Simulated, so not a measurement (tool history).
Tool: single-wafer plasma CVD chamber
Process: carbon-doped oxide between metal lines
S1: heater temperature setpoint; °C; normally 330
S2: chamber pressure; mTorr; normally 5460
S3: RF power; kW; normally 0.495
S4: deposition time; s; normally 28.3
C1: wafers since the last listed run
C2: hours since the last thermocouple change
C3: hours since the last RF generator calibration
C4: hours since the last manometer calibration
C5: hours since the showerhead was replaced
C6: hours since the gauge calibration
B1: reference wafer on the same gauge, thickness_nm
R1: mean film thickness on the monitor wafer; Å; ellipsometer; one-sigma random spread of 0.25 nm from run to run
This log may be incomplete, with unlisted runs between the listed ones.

run     day   S1    S2     S3    S4    C1      C2      C3      C4      C5     C6       B1       R1
  1       0  330  5460  0.495    24     0  1125.3    1036  1740.8  7088.4  361.8  123.992   1209.7
  2    1.25  325  4910  0.495  28.3   696  1155.3    1066  1770.8  7118.4  391.8  124.004  1420.08
  3   2.142  325  4910  0.495  28.3   496  1176.7  1087.4  1792.2  7139.8  413.2  124.023  1426.05
  4   3.354  325  4910  0.495  28.3   675  1205.8  1116.5  1821.3  7168.9  442.3  124.027  1419.17
  5   4.367  330  5460  0.495  28.3   564  1230.1  1140.8  1845.6  7193.2  466.6  123.971  1417.65
  6   5.475  330  5460  0.495  28.3   617  1256.7  1167.4  1872.2  7219.8  493.2  123.977  1423.37
  7   9.112  330  5460  0.495  28.3  2026    1344  1254.7  1959.5  7307.1  580.5  123.999  1425.39
     10.112  -- capacitance manometer re-zeroed and calibrated
     11.025  -- showerhead replaced
  8  11.183  330  5460  0.495  28.3   782  1393.7  1304.4    25.7     3.8  630.2  124.008  1425.91
  9  11.996  330  5460  0.495  28.3   452  1413.2  1323.9    45.2    23.3  649.7  123.917  1427.61
       12.4  -- thermocouple changed; heater temperature recalibrated
 10  12.525  330  5460  0.495  28.3   109       3  1336.6    57.9      36  662.4  123.997  1396.72
     12.538  -- gauge calibrated
 11  13.571  341  5460   0.43    33   582    28.1  1361.7      83    61.1   24.8  124.026  1343.05
 12  15.054  330  4980  0.495  28.3   826    63.7  1397.3   118.6    96.7   60.4  123.989  1379.06
 13  16.021  318  4200  0.495  28.3   538    86.9  1420.5   141.8   119.9   83.6  124.007  1405.55
     16.567  -- RF generator calibrated
 14  17.308  330  5460  0.495  28.3   531   117.8    17.8   172.7   150.8  114.5  124.009  1459.65
 15  18.208  317  6470  0.495  28.3   501   139.4    39.4   194.3   172.4  136.1  124.006  1550.82
 16  19.083  330  5460  0.495  28.3   487   160.4    60.4   215.3   193.4  157.1  123.994  1450.57
 17  20.562  330  5460  0.465  31.5   823   195.9    95.9   250.8   228.9  192.6  124.025   1520.4
 18  21.558  330  5460  0.495  28.3   554   219.8   119.8   274.7   252.8  216.5  124.015  1449.38
 19  22.679  330  6090  0.495  28.3   624   246.7   146.7   301.6   279.7  243.4  123.991  1461.78

Here are 4 independent what-if runs from the current tool condition. What would each one return?
  A  22.696  330  5460  0.495  28.3   9  247.1  147.1  302  280.1  243.8   ?   ?
  B  22.696  324  6740  0.495  28.3   9  247.1  147.1  302  280.1  243.8   ?   ?
  C  22.696  325  5460  0.555  24.6   9  247.1  147.1  302  280.1  243.8   ?   ?
  D  22.696  322  5460  0.555  22.8   9  247.1  147.1  302  280.1  243.8   ?   ?

run       B1       R1
  A  123.944  1447.57
  B  123.944  1507.68
  C  123.944  1418.27
  D  123.944   1329.8
Without the tool's unlogged condition, the same runs would have read:
run       R1
  A  1458.52
  B  1518.92
  C  1428.02
  D  1338.87
